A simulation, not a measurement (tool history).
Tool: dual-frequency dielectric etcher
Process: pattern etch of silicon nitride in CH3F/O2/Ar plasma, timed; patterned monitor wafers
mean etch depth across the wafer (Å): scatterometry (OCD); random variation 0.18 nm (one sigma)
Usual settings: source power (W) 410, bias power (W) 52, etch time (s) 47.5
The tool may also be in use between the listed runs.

run     day  source power (W)  bias power (W)  etch time (s)  wafers since the last listed run  hours since the last wet clean  hours since the last source power generator calibration  hours since the last bias power generator calibration  hours since the last upper electrode change  hours since the gauge calibration  read-back reference wafer on the same gauge, depth_nm  mean etch depth across the wafer (Å)
  1   0.000               410              52           47.5                                 0                           132.5                                                   2228.1                                                 3540.3                                       2142.2                              393.2                                                  30.09                                 313.0
  2   2.838               410              52           47.5                               760                           200.6                                                   2296.2                                                 3608.4                                       2210.3                              461.3                                                  30.13                                 314.8
  3   5.758               410              52           47.5                               782                           270.7                                                   2366.3                                                 3678.5                                       2280.4                              531.4                                                  30.07                                 318.5
  4   9.654               350              52           47.5                              1043                           364.2                                                   2459.8                                                 3772.0                                       2373.9                              624.9                                                  30.09                                 300.4
     13.196  -- bias power generator calibrated
  5  14.125               410              52           47.5                              1153                           471.5                                                   2567.1                                                   22.3                                       2481.2                              732.2                                                  30.04                                 324.4
     15.433  -- wet clean of the chamber
     15.738  -- upper electrode replaced
  6  16.512               410              52           47.5                               290                            25.9                                                   2624.4                                                   79.6                                         18.6                              789.5                                                  30.10                                 311.6
  7  19.392               410              52           47.5                               771                            95.0                                                   2693.5                                                  148.7                                         87.7                              858.6                                                  30.11                                 315.8
  8  24.146               440              52           47.5                              1273                           209.1                                                   2807.6                                                  262.8                                        201.8                              972.7                                                  30.17                                 332.7
  9  26.004               410              52           47.5                               497                           253.7                                                   2852.2                                                  307.4                                        246.4                             1017.3                                                  30.10                                 317.3
     27.225  -- gauge calibrated
     27.271  -- source power generator calibrated
 10  28.196               370              52           40.5                               542                           306.3                                                     22.2                                                  360.0                                        299.0                               23.3                                                  30.06                                 258.4
 11  32.417               410              62           47.5                              1130                           407.6                                                    123.5                                                  461.3                                        400.3                              124.6                                                  30.08                                 341.3
 12  35.629               470              57           61.0                               860                           484.7                                                    200.6                                                  538.4                                        477.4                              201.7                                                  30.10                                 460.0
     39.242  -- wet clean of the chamber
 13  40.058               410              40           47.5                               918                            19.6                                                    306.9                                                  644.7                                        583.7                              308.0                                                  30.09                                 289.1
 14  41.767               410              52           47.5                               457                            60.6                                                    347.9                                                  685.7                                        624.7                              349.0                                                  30.11                                 313.4

Measured less the same run without the tool's hidden state. The same run-to-run variation is in both; the gauge's scatter may not be:
The hidden state here: etch rate over this chamber's usual, %; source power that arrives over what is set, %; bias power that arrives over what is set, %; gauge reads high (%).
run  mean etch depth across the wafer (Å)
  1                                  +3.2
  2                                  +5.3
  3                                  +7.6
  4                                 +10.0
  5                                 +14.1
  6                                  -0.2
  7                                  +2.0
  8                                  +6.0
  9                                  +7.1
 10                                  +7.2
 11                                 +12.8
 12                                 +20.7
 13                                  -1.4
 14                                  -0.2
